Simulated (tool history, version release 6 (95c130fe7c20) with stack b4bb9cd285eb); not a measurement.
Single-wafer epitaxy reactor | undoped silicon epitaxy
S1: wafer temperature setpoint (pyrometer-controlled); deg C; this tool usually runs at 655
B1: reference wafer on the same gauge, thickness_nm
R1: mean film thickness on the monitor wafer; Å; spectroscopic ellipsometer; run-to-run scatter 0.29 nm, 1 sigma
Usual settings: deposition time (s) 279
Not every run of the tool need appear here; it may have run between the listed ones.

{"run": 1, "hour": 0.0, "S1": 655, "deposition time (s)": 279, "B1": 45.094, "R1": 486.61}
{"run": 2, "hour": 24.3, "S1": 655, "deposition time (s)": 279, "B1": 45.128, "R1": 485.74}
{"run": 3, "hour": 48.4, "S1": 655, "deposition time (s)": 279, "B1": 45.12, "R1": 485.43}
{"run": 4, "hour": 60.8, "S1": 655, "deposition time (s)": 279, "B1": 45.09, "R1": 483.81}
{"run": 5, "hour": 86.7, "S1": 655, "deposition time (s)": 279, "B1": 45.068, "R1": 479.05}
{"run": 6, "hour": 119.9, "S1": 655, "deposition time (s)": 244, "B1": 45.094, "R1": 422.0}
{"run": 7, "hour": 142.2, "S1": 655, "deposition time (s)": 244, "B1": 45.106, "R1": 419.61}
{"run": 8, "hour": 168.8, "S1": 655, "deposition time (s)": 279, "B1": 45.103, "R1": 481.21}
{"run": 9, "hour": 188.9, "S1": 647, "deposition time (s)": 254, "B1": 45.191, "R1": 358.13}
{"run": 10, "hour": 205.9, "S1": 661, "deposition time (s)": 279, "B1": 45.065, "R1": 559.17}
{"hour": 208.8, "done": "gauge calibrated"}
{"hour": 240.7, "done": "pyrometer calibrated"}
{"run": 11, "hour": 241.2, "S1": 661, "deposition time (s)": 331, "B1": 45.131, "R1": 745.89}
{"run": 12, "hour": 263.9, "S1": 655, "deposition time (s)": 248, "B1": 45.057, "R1": 481.8}
{"run": 13, "hour": 287.8, "S1": 666, "deposition time (s)": 316, "B1": 45.141, "R1": 792.22}
{"run": 14, "hour": 318.6, "S1": 655, "deposition time (s)": 279, "B1": 45.116, "R1": 531.78}
{"run": 15, "hour": 373.5, "S1": 648, "deposition time (s)": 229, "B1": 45.146, "R1": 362.2}
{"run": 16, "hour": 407.0, "S1": 668, "deposition time (s)": 301, "B1": 45.041, "R1": 773.21}

For each run, the measured value with the value that run would have given without the tool's hidden condition subtracted. The run-to-run variation is shared by both, the gauge scatter possibly not:
Hidden state present: wafer temperature above the value expected at the setpoint (K); gauge reads high (%).
run=1 R1=-65.36
run=2 R1=-65.93
run=3 R1=-66.52
run=4 R1=-66.61
run=5 R1=-66.57
run=6 R1=-59.30
run=7 R1=-59.37
run=8 R1=-68.61
run=9 R1=-52.44
run=10 R1=-79.26
run=11 R1=-4.44
run=12 R1=-7.02
run=13 R1=-17.82
run=14 R1=-17.82
run=15 R1=-18.60
run=16 R1=-44.79

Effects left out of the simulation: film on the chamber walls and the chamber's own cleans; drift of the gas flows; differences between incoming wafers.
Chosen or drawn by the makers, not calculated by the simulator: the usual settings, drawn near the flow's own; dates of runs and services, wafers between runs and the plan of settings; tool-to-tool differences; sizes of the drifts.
